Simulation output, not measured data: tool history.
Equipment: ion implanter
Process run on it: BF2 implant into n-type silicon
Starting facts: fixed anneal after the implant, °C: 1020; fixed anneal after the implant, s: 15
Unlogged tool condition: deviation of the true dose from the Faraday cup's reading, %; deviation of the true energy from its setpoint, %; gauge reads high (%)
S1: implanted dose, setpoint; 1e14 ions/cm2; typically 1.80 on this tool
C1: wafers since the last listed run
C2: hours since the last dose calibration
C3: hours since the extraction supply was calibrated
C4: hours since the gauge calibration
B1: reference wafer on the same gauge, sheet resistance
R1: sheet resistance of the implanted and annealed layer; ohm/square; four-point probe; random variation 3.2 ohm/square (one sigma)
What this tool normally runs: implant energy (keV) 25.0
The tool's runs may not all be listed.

Run 1, hour 0.0: usual settings but implant energy (keV) 30.0; C1 0; C2 798.1; C3 3583.0; C4 230.4; B1 496.84. Result: R1 577.02 ohm/square.
Run 2, hour 63.3: usual settings; C1 1906; C2 861.4; C3 3646.3; C4 293.7; B1 496.04. Result: R1 584.71 ohm/square.
Run 3, hour 120.9: usual settings; C1 1735; C2 919.0; C3 3703.9; C4 351.3; B1 497.53. Result: R1 587.94 ohm/square.
Run 4, hour 182.8: usual settings; C1 1864; C2 980.9; C3 3765.8; C4 413.2; B1 497.32. Result: R1 584.91 ohm/square.
Run 5, hour 231.7: usual settings; C1 1472; C2 1029.8; C3 3814.7; C4 462.1; B1 495.73. Result: R1 589.88 ohm/square.
Run 6, hour 301.3: usual settings; C1 2096; C2 1099.4; C3 3884.3; C4 531.7; B1 497.19. Result: R1 593.76 ohm/square.
At hour 322.0: gauge calibrated.
Run 7, hour 348.3: usual settings but implant energy (keV) 22.0; C1 1415; C2 1146.4; C3 3931.3; C4 26.3; B1 497.03. Result: R1 601.46 ohm/square.
At hour 377.0: extraction supply calibrated.
Run 8, hour 395.8: usual settings; C1 1189; C2 1193.9; C3 18.8; C4 73.8; B1 495.93. Result: R1 587.10 ohm/square.
Run 9, hour 523.7: usual settings; C1 3852; C2 1321.8; C3 146.7; C4 201.7; B1 496.73. Result: R1 593.13 ohm/square.
At hour 558.3: Faraday cup replaced and dose calibrated.
Run 10, hour 562.8: usual settings; C1 936; C2 4.5; C3 185.8; C4 240.8; B1 497.40. Result: R1 576.13 ohm/square.
Run 11, hour 622.2: usual settings but S1 1.58 1e14 ions/cm2; C1 1789; C2 63.9; C3 245.2; C4 300.2; B1 496.37. Result: R1 647.79 ohm/square.
Run 12, hour 654.4: usual settings; C1 969; C2 96.1; C3 277.4; C4 332.4; B1 496.64. Result: R1 574.49 ohm/square.
Run 13, hour 703.0: usual settings but implant energy (keV) 20.5; C1 1463; C2 144.7; C3 326.0; C4 381.0; B1 498.43. Result: R1 588.44 ohm/square.
Run 14, hour 740.1: usual settings but S1 1.53 1e14 ions/cm2, implant energy (keV) 31.0; C1 1117; C2 181.8; C3 363.1; C4 418.1; B1 498.43. Result: R1 644.15 ohm/square.
Run 15, hour 790.8: usual settings but S1 1.63 1e14 ions/cm2, implant energy (keV) 17.5; C1 1527; C2 232.5; C3 413.8; C4 468.8; B1 496.58. Result: R1 656.57 ohm/square.
Run 16, hour 833.4: usual settings; C1 1283; C2 275.1; C3 456.4; C4 511.4; B1 497.40. Result: R1 575.89 ohm/square.
At hour 871.3: gauge calibrated.
Run 17, hour 926.9: usual settings but S1 2.34 1e14 ions/cm2, implant energy (keV) 29.0; C1 2816; C2 368.6; C3 549.9; C4 55.6; B1 497.33. Result: R1 458.94 ohm/square.
Run 18, hour 963.6: usual settings but S1 2.34 1e14 ions/cm2, implant energy (keV) 31.5; C1 1105; C2 405.3; C3 586.6; C4 92.3; B1 496.91. Result: R1 455.63 ohm/square.
Run 19, hour 1002.2: usual settings but S1 1.64 1e14 ions/cm2, implant energy (keV) 18.0; C1 1162; C2 443.9; C3 625.2; C4 130.9; B1 497.37. Result: R1 651.75 ohm/square.

What if the next run were any one of these 5? Each begins from the tool's condition after run 19:
Run A, hour 1002.6: usual settings but implant energy (keV) 31.0; C1 12; C2 444.3; C3 625.6; C4 131.3; B1 ?. Result: R1 ?.
Run B, hour 1002.6: usual settings but implant energy (keV) 19.5; C1 12; C2 444.3; C3 625.6; C4 131.3; B1 ?. Result: R1 ?.
Run C, hour 1002.6: usual settings but S1 1.44 1e14 ions/cm2, implant energy (keV) 28.5; C1 12; C2 444.3; C3 625.6; C4 131.3; B1 ?. Result: R1 ?.
Run D, hour 1002.6: usual settings but S1 1.43 1e14 ions/cm2, implant energy (keV) 21.0; C1 12; C2 444.3; C3 625.6; C4 131.3; B1 ?. Result: R1 ?.
Run E, hour 1002.6: usual settings but S1 2.05 1e14 ions/cm2, implant energy (keV) 31.0; C1 12; C2 444.3; C3 625.6; C4 131.3; B1 ?. Result: R1 ?.

run      B1      R1
  A  496.63  569.94
  B  496.63  600.94
  C  496.63  691.39
  D  496.63  725.06
  E  496.63  512.21
Take away the tool's hidden state, keep each run's random variation, and the runs would have read:
run      R1
  A  561.38
  B  591.45
  C  681.00
  D  713.77
  E  504.46

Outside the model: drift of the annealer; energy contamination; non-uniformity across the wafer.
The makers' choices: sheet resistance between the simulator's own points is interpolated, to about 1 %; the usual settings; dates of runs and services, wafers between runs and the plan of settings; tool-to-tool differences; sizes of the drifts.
